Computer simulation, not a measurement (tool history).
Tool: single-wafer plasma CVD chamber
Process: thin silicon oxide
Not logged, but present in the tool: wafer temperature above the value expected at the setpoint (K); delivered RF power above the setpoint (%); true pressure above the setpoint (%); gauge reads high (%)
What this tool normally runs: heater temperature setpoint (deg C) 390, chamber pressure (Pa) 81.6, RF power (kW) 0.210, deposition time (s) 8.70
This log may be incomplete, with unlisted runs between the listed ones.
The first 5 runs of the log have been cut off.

run	hour	heater temperature setpoint (deg C)	chamber pressure (Pa)	RF power (kW)	deposition time (s)	wafers since the last listed run	hours since the last thermocouple change	hours since the last RF generator calibration	hours since the last manometer calibration	hours since the showerhead was replaced	hours since the gauge calibration	read-back reference wafer on the same gauge, thickness_nm	mean film thickness on the monitor wafer (nm)
6	66.9	401	81.6	0.210	8.70	412	2079.0	2012.8	742.6	6531.5	256.2	11.001	10.003
7	78.2	401	81.6	0.210	8.70	296	2090.3	2024.1	753.9	6542.8	267.5	11.002	9.998
8	91.1	390	81.6	0.210	8.70	338	2103.2	2037.0	766.8	6555.7	280.4	10.995	10.078
9	105.6	390	81.6	0.210	8.70	380	2117.7	2051.5	781.3	6570.2	294.9	10.999	10.097
10	117.1	390	81.6	0.210	8.70	302	2129.2	2063.0	792.8	6581.7	306.4	11.000	10.065
# hour 139.9: showerhead replaced
11	142.7	390	81.6	0.210	8.70	462	2154.8	2088.6	818.4	2.8	332.0	10.995	10.055
# hour 155.4: RF generator calibrated
12	189.8	390	81.6	0.210	8.70	1027	2201.9	34.4	865.5	49.9	379.1	10.998	10.443
13	199.4	390	81.6	0.210	8.70	252	2211.5	44.0	875.1	59.5	388.7	10.999	10.484
# hour 205.8: gauge calibrated
14	225.8	390	81.6	0.210	8.70	693	2237.9	70.4	901.5	85.9	20.0	11.001	10.446
15	243.7	390	81.6	0.210	9.73	470	2255.8	88.3	919.4	103.8	37.9	10.998	11.690
16	261.5	390	81.6	0.210	8.70	467	2273.6	106.1	937.2	121.6	55.7	11.000	10.455
17	276.9	376	81.6	0.185	7.31	404	2289.0	121.5	952.6	137.0	71.1	11.003	8.278
# hour 300.5: thermocouple changed; heater temperature recalibrated
# hour 320.2: capacitance manometer re-zeroed and calibrated
18	320.7	390	81.6	0.210	8.70	730	20.2	165.3	0.5	180.8	114.9	11.005	10.443
19	328.2	390	81.6	0.210	8.70	197	27.7	172.8	8.0	188.3	122.4	11.001	10.466
20	339.7	390	66.8	0.230	10.38	302	39.2	184.3	19.5	199.8	133.9	10.993	10.799
21	347.7	396	73.1	0.210	8.26	210	47.2	192.3	27.5	207.8	141.9	11.006	8.903
22	359.7	385	81.6	0.210	9.98	315	59.2	204.3	39.5	219.8	153.9	10.997	12.017
23	371.0	390	81.6	0.210	7.24	296	70.5	215.6	50.8	231.1	165.2	10.994	8.663
24	384.2	390	81.6	0.220	8.70	346	83.7	228.8	64.0	244.3	178.4	11.000	10.640
25	395.5	378	89.6	0.210	8.70	296	95.0	240.1	75.3	255.6	189.7	11.000	11.511
26	403.7	390	81.6	0.210	8.70	215	103.2	248.3	83.5	263.8	197.9	10.998	10.444

Expected results for the next run?
27	411.9	384	76.4	0.210	9.72	215	111.4	256.5	91.7	272.0	206.1	?	?

read-back reference wafer on the same gauge, thickness_nm: 11.000
mean film thickness on the monitor wafer (nm): 10.995
Without the tool's hidden state the same run would have given mean film thickness on the monitor wafer (nm) 11.070.

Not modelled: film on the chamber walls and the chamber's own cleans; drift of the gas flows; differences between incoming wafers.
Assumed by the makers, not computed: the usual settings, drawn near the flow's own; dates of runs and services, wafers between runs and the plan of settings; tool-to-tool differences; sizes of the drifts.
